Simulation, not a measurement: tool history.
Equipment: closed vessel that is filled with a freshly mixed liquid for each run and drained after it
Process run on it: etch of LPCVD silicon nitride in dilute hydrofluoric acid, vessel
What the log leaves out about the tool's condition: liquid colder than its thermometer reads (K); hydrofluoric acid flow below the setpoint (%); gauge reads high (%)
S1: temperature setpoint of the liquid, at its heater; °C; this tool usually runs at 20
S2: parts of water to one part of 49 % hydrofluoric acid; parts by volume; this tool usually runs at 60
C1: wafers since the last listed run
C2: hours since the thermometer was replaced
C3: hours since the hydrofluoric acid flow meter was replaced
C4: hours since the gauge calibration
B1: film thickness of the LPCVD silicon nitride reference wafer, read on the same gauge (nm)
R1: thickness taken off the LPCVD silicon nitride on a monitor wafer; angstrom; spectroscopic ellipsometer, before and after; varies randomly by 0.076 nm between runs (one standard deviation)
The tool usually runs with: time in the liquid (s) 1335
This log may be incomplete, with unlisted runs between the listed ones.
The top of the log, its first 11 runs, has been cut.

Run 12, day 6.067: usual settings; C1 431; C2 1831.1; C3 59.6; C4 181.2; B1 149.99. Result: R1 82.4 angstrom.
Run 13, day 6.733: usual settings but S2 40 parts by volume; C1 822; C2 1847.1; C3 75.6; C4 197.2; B1 149.99. Result: R1 120 angstrom.
At day 7.042: thermometer replaced.
Run 14, day 7.242: usual settings but S1 23.5 °C, S2 80 parts by volume, time in the liquid (s) 1015; C1 575; C2 4.8; C3 87.8; C4 209.4; B1 150.01. Result: R1 70.7 angstrom.
Run 15, day 7.975: usual settings but S1 23.5 °C, S2 40 parts by volume; C1 904; C2 22.4; C3 105.4; C4 227; B1 149.98. Result: R1 179.8 angstrom.
Run 16, day 8.267: usual settings; C1 359; C2 29.4; C3 112.4; C4 234; B1 150.03. Result: R1 97.1 angstrom.
Run 17, day 8.671: usual settings but S1 17 °C, time in the liquid (s) 1065; C1 498; C2 39.1; C3 122.1; C4 243.7; B1 150.01. Result: R1 62.2 angstrom.
Run 18, day 9.308: usual settings but S1 17.5 °C, S2 35 parts by volume, time in the liquid (s) 1020; C1 786; C2 54.4; C3 137.4; C4 259; B1 150.02. Result: R1 103 angstrom.
Run 19, day 9.921: usual settings but S1 18 °C, time in the liquid (s) 1765; C1 755; C2 69.1; C3 152.1; C4 273.7; B1 149.99. Result: R1 108.6 angstrom.
Run 20, day 10.175: usual settings but S1 17 °C, S2 30 parts by volume, time in the liquid (s) 685; C1 313; C2 75.2; C3 158.2; C4 279.8; B1 150.02. Result: R1 77.9 angstrom.
Run 21, day 10.608: usual settings; C1 534; C2 85.6; C3 168.6; C4 290.2; B1 150.02. Result: R1 94.8 angstrom.
Run 22, day 11.167: usual settings but S1 18 °C, S2 50 parts by volume, time in the liquid (s) 565; C1 688; C2 99; C3 182; C4 303.6; B1 149.97. Result: R1 41.8 angstrom.
Run 23, day 11.804: usual settings but S1 23 °C; C1 786; C2 114.3; C3 197.3; C4 318.9; B1 149.97. Result: R1 115.5 angstrom.
Run 24, day 12.258: usual settings; C1 560; C2 125.2; C3 208.2; C4 329.8; B1 150.02. Result: R1 94.6 angstrom.
Run 25, day 12.742: usual settings; C1 596; C2 136.8; C3 219.8; C4 341.4; B1 150. Result: R1 93.2 angstrom.
Run 26, day 13.038: usual settings but S2 50 parts by volume, time in the liquid (s) 695; C1 364; C2 143.9; C3 226.9; C4 348.5; B1 149.98. Result: R1 58.5 angstrom.
Run 27, day 13.308: usual settings but S1 17 °C, S2 50 parts by volume, time in the liquid (s) 990; C1 334; C2 150.4; C3 233.4; C4 355; B1 150. Result: R1 66.7 angstrom.
Run 28, day 13.717: usual settings; C1 503; C2 160.2; C3 243.2; C4 364.8; B1 150.01. Result: R1 93.9 angstrom.
Run 29, day 14.167: usual settings but S2 35 parts by volume, time in the liquid (s) 685; C1 555; C2 171; C3 254; C4 375.6; B1 149.97. Result: R1 79.9 angstrom.
Run 30, day 14.467: usual settings; C1 370; C2 178.2; C3 261.2; C4 382.8; B1 149.97. Result: R1 92.1 angstrom.
Run 31, day 14.942: usual settings but time in the liquid (s) 895; C1 585; C2 189.6; C3 272.6; C4 394.2; B1 149.99. Result: R1 62.6 angstrom.

Here are 5 independent what-if runs from the current tool condition. What would each one return?
Run A, day 14.983: usual settings; C1 51; C2 190.6; C3 273.6; C4 395.2; B1 ?. Result: R1 ?.
Run B, day 14.983: usual settings but S1 24 °C, S2 70 parts by volume, time in the liquid (s) 1670; C1 51; C2 190.6; C3 273.6; C4 395.2; B1 ?. Result: R1 ?.
Run C, day 14.983: usual settings but S1 17 °C, S2 50 parts by volume, time in the liquid (s) 860; C1 51; C2 190.6; C3 273.6; C4 395.2; B1 ?. Result: R1 ?.
Run D, day 14.983: usual settings but time in the liquid (s) 1570; C1 51; C2 190.6; C3 273.6; C4 395.2; B1 ?. Result: R1 ?.
Run E, day 14.983: usual settings but time in the liquid (s) 2030; C1 51; C2 190.6; C3 273.6; C4 395.2; B1 ?. Result: R1 ?.

run      B1     R1
  A  149.99   91.2
  B  149.99  128.8
  C  149.99   56.8
  D  149.99  107.2
  E  149.99  138.6
With no hidden state in the tool, these same runs would have given:
run     R1
  A   98.5
  B  139.1
  C   61.4
  D  115.9
  E  149.8
